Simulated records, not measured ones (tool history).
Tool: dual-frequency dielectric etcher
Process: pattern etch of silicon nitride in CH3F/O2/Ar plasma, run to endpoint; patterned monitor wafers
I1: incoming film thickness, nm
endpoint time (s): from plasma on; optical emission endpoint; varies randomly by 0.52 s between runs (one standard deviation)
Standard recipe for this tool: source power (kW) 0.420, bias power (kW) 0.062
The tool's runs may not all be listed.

{"run": 1, "day": 0.0, "source power (kW)": 0.42, "bias power (kW)": 0.062, "I1": 44.93, "endpoint time (s)": 66.1}
{"run": 2, "day": 0.621, "source power (kW)": 0.42, "bias power (kW)": 0.062, "I1": 44.91, "endpoint time (s)": 65.7}
{"run": 3, "day": 1.875, "source power (kW)": 0.42, "bias power (kW)": 0.062, "I1": 44.99, "endpoint time (s)": 65.4}
{"run": 4, "day": 2.771, "source power (kW)": 0.35, "bias power (kW)": 0.062, "I1": 44.8, "endpoint time (s)": 70.7}
{"run": 5, "day": 3.562, "source power (kW)": 0.49, "bias power (kW)": 0.062, "I1": 44.96, "endpoint time (s)": 61.7}
{"run": 6, "day": 4.704, "source power (kW)": 0.49, "bias power (kW)": 0.062, "I1": 44.78, "endpoint time (s)": 60.8}
{"run": 7, "day": 5.267, "source power (kW)": 0.49, "bias power (kW)": 0.062, "I1": 45.22, "endpoint time (s)": 62.3}
{"run": 8, "day": 6.421, "source power (kW)": 0.42, "bias power (kW)": 0.062, "I1": 44.75, "endpoint time (s)": 64.3}
{"run": 9, "day": 7.792, "source power (kW)": 0.42, "bias power (kW)": 0.062, "I1": 44.6, "endpoint time (s)": 64.3}
{"run": 10, "day": 9.05, "source power (kW)": 0.42, "bias power (kW)": 0.062, "I1": 45.17, "endpoint time (s)": 65.0}
{"day": 9.354, "done": "source power generator calibrated"}
{"day": 10.092, "done": "bias power generator calibrated"}
{"run": 11, "day": 10.133, "source power (kW)": 0.42, "bias power (kW)": 0.062, "I1": 44.68, "endpoint time (s)": 65.3}
{"run": 12, "day": 10.904, "source power (kW)": 0.42, "bias power (kW)": 0.062, "I1": 45.09, "endpoint time (s)": 63.8}
{"day": 12.571, "done": "wet clean of the chamber"}
{"run": 13, "day": 12.592, "source power (kW)": 0.42, "bias power (kW)": 0.062, "I1": 44.89, "endpoint time (s)": 71.7}
{"run": 14, "day": 12.675, "source power (kW)": 0.42, "bias power (kW)": 0.062, "I1": 45.1, "endpoint time (s)": 71.5}
{"day": 13.704, "done": "upper electrode replaced"}
{"run": 15, "day": 13.725, "source power (kW)": 0.42, "bias power (kW)": 0.062, "I1": 44.47, "endpoint time (s)": 70.1}
{"run": 16, "day": 14.754, "source power (kW)": 0.42, "bias power (kW)": 0.062, "I1": 45.22, "endpoint time (s)": 71.2}
{"run": 17, "day": 15.517, "source power (kW)": 0.36, "bias power (kW)": 0.077, "I1": 44.53, "endpoint time (s)": 71.0}
{"run": 18, "day": 17.321, "source power (kW)": 0.36, "bias power (kW)": 0.055, "I1": 44.97, "endpoint time (s)": 77.0}
{"run": 19, "day": 18.325, "source power (kW)": 0.42, "bias power (kW)": 0.062, "I1": 45.34, "endpoint time (s)": 70.5}
{"day": 20.042, "done": "wet clean of the chamber, repeated, since the last time left the tool worse"}
{"run": 20, "day": 20.062, "source power (kW)": 0.42, "bias power (kW)": 0.062, "I1": 44.79, "endpoint time (s)": 67.3}
{"run": 21, "day": 20.096, "source power (kW)": 0.42, "bias power (kW)": 0.075, "I1": 45.27, "endpoint time (s)": 64.1}
{"run": 22, "day": 21.433, "source power (kW)": 0.42, "bias power (kW)": 0.062, "I1": 44.64, "endpoint time (s)": 67.1}
{"run": 23, "day": 22.8, "source power (kW)": 0.48, "bias power (kW)": 0.069, "I1": 44.99, "endpoint time (s)": 60.8}
{"run": 24, "day": 23.879, "source power (kW)": 0.34, "bias power (kW)": 0.049, "I1": 44.73, "endpoint time (s)": 76.1}
{"run": 25, "day": 25.058, "source power (kW)": 0.49, "bias power (kW)": 0.072, "I1": 44.73, "endpoint time (s)": 59.4}
{"run": 26, "day": 25.662, "source power (kW)": 0.49, "bias power (kW)": 0.074, "I1": 45.06, "endpoint time (s)": 59.1}
{"run": 27, "day": 26.262, "source power (kW)": 0.42, "bias power (kW)": 0.062, "I1": 44.94, "endpoint time (s)": 65.2}
{"run": 28, "day": 27.025, "source power (kW)": 0.48, "bias power (kW)": 0.071, "I1": 44.88, "endpoint time (s)": 60.0}
{"run": 29, "day": 28.108, "source power (kW)": 0.32, "bias power (kW)": 0.057, "I1": 44.94, "endpoint time (s)": 75.2}
{"run": 30, "day": 31.571, "source power (kW)": 0.38, "bias power (kW)": 0.073, "I1": 44.95, "endpoint time (s)": 64.4}
{"run": 31, "day": 32.562, "source power (kW)": 0.46, "bias power (kW)": 0.047, "I1": 44.4, "endpoint time (s)": 66.1}
{"run": 32, "day": 33.462, "source power (kW)": 0.42, "bias power (kW)": 0.062, "I1": 44.6, "endpoint time (s)": 64.5}
{"run": 33, "day": 34.567, "source power (kW)": 0.39, "bias power (kW)": 0.062, "I1": 44.8, "endpoint time (s)": 66.4}
{"run": 34, "day": 35.529, "source power (kW)": 0.42, "bias power (kW)": 0.062, "I1": 44.68, "endpoint time (s)": 65.0}

Alternative continuations, all from the tool just after run 34; predict every row:
{"run": "A", "day": 35.546, "source power (kW)": 0.42, "bias power (kW)": 0.062, "I1": 44.47, "endpoint time (s)": "?"}
{"run": "B", "day": 35.546, "source power (kW)": 0.49, "bias power (kW)": 0.054, "I1": 44.47, "endpoint time (s)": "?"}
{"run": "C", "day": 35.546, "source power (kW)": 0.45, "bias power (kW)": 0.067, "I1": 44.47, "endpoint time (s)": "?"}
{"run": "D", "day": 35.546, "source power (kW)": 0.42, "bias power (kW)": 0.074, "I1": 44.47, "endpoint time (s)": "?"}
{"run": "E", "day": 35.546, "source power (kW)": 0.42, "bias power (kW)": 0.047, "I1": 44.47, "endpoint time (s)": "?"}

run=A endpoint_time_(s)=64.0
run=B endpoint_time_(s)=62.4
run=C endpoint_time_(s)=60.9
run=D endpoint_time_(s)=60.8
run=E endpoint_time_(s)=69.0
What these runs would have given with no unlogged condition in the tool:
run=A endpoint_time_(s)=65.7
run=B endpoint_time_(s)=64.1
run=C endpoint_time_(s)=62.5
run=D endpoint_time_(s)=62.4
run=E endpoint_time_(s)=70.8
